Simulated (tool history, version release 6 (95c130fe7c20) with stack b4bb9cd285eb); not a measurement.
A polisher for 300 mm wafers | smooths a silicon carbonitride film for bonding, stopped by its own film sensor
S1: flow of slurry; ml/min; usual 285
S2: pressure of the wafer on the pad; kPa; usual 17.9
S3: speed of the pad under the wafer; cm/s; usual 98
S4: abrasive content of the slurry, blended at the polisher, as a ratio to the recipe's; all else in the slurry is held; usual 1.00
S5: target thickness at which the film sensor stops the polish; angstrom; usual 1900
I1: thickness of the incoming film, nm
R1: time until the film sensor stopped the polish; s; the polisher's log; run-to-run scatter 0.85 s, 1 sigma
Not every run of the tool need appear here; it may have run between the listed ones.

| run | hour | S1 | S2 | S3 | S4 | S5 | I1 | R1 |
|---|---|---|---|---|---|---|---|---|
| 1 | 0.0 | 260 | 17.9 | 98 | 1.00 | 1900 | 220.9 | 91.8 |
|  | 82.1 | slurry nozzle cleaned |
|  | 84.2 | slurry blender recalibrated |
| 2 | 84.7 | 260 | 17.9 | 98 | 1.00 | 1900 | 219.4 | 91.8 |
| 3 | 146.2 | 260 | 17.9 | 98 | 1.00 | 1900 | 221.1 | 97.9 |
| 4 | 183.7 | 285 | 17.9 | 98 | 1.00 | 1900 | 219.8 | 93.0 |
| 5 | 240.4 | 285 | 17.9 | 98 | 1.00 | 1900 | 224.1 | 107.3 |
|  | 277.8 | worn pad replaced by a new one |
|  | 304.4 | head pressure recalibrated |
| 6 | 320.8 | 285 | 21.4 | 98 | 1.00 | 1900 | 222.7 | 80.9 |
| 7 | 379.7 | 285 | 21.4 | 98 | 1.00 | 1900 | 217.4 | 71.4 |
|  | 419.5 | slurry blender recalibrated |
| 8 | 430.9 | 285 | 21.4 | 98 | 1.00 | 1900 | 219.0 | 75.9 |
| 9 | 498.3 | 285 | 17.9 | 98 | 0.85 | 1860 | 221.7 | 125.0 |
| 10 | 574.5 | 285 | 17.9 | 98 | 0.85 | 1860 | 220.6 | 122.3 |
| 11 | 619.8 | 285 | 17.9 | 98 | 0.85 | 1860 | 216.5 | 108.9 |
|  | 652.0 | worn pad replaced by a new one |
|  | 659.6 | slurry nozzle cleaned |
| 12 | 700.5 | 285 | 17.9 | 98 | 1.00 | 1900 | 221.8 | 94.2 |
| 13 | 747.9 | 285 | 17.9 | 98 | 1.00 | 1900 | 223.9 | 103.4 |
| 14 | 785.6 | 245 | 20.0 | 80 | 1.30 | 1900 | 217.3 | 78.7 |
|  | 788.5 | slurry blender recalibrated |
|  | 805.4 | head pressure recalibrated |
| 15 | 858.0 | 230 | 17.9 | 126 | 1.25 | 1900 | 217.1 | 64.2 |
| 16 | 911.8 | 285 | 17.9 | 98 | 1.00 | 1900 | 219.5 | 93.9 |
| 17 | 971.4 | 345 | 17.9 | 78 | 1.30 | 1900 | 218.0 | 93.2 |
|  | 1006.6 | worn pad replaced by a new one |
| 18 | 1018.2 | 285 | 17.9 | 98 | 1.00 | 1900 | 220.9 | 89.2 |
| 19 | 1120.4 | 245 | 15.2 | 98 | 1.00 | 1900 | 222.1 | 120.0 |
|  | 1132.5 | slurry blender recalibrated |
| 20 | 1222.7 | 285 | 17.9 | 124 | 1.00 | 1980 | 224.8 | 69.1 |
|  | 1276.2 | slurry nozzle cleaned |
|  | 1295.0 | head pressure recalibrated |
|  | 1373.9 | worn pad replaced by a new one |
| 21 | 1464.2 | 375 | 17.9 | 122 | 1.15 | 1900 | 220.0 | 69.2 |
|  | 1533.0 | slurry blender recalibrated |
| 22 | 1539.2 | 285 | 17.9 | 98 | 1.00 | 1900 | 216.9 | 83.3 |
| 23 | 1594.1 | 250 | 17.9 | 98 | 1.00 | 1900 | 222.7 | 104.3 |
| 24 | 1675.7 | 285 | 17.9 | 98 | 1.00 | 1900 | 219.2 | 91.1 |
|  | 1689.4 | worn pad replaced by a new one |
| 25 | 1766.8 | 285 | 17.9 | 98 | 1.00 | 1900 | 222.1 | 98.2 |
|  | 1784.2 | slurry nozzle cleaned |
| 26 | 1804.1 | 285 | 12.4 | 98 | 1.00 | 1950 | 217.8 | 104.7 |

Branching from run 26: 5 alternative next runs. What would each branch give?
| A | 1804.6 | 285 | 17.9 | 98 | 1.00 | 1900 | 220.2 | ? |
| B | 1804.6 | 340 | 16.5 | 124 | 1.25 | 1900 | 220.2 | ? |
| C | 1804.6 | 285 | 20.0 | 78 | 1.20 | 1810 | 220.2 | ? |
| D | 1804.6 | 285 | 17.9 | 124 | 0.85 | 1970 | 220.2 | ? |
| E | 1804.6 | 255 | 17.9 | 98 | 1.00 | 1870 | 220.2 | ? |

| run | R1 |
|---|---|
| A | 95.6 |
| B | 74.9 |
| C | 120.9 |
| D | 67.7 |
| E | 106.5 |
With no hidden state in the tool, these same runs would have given:
| run | R1 |
|---|---|
| A | 85.4 |
| B | 66.8 |
| C | 107.9 |
| D | 60.4 |
| E | 95.0 |

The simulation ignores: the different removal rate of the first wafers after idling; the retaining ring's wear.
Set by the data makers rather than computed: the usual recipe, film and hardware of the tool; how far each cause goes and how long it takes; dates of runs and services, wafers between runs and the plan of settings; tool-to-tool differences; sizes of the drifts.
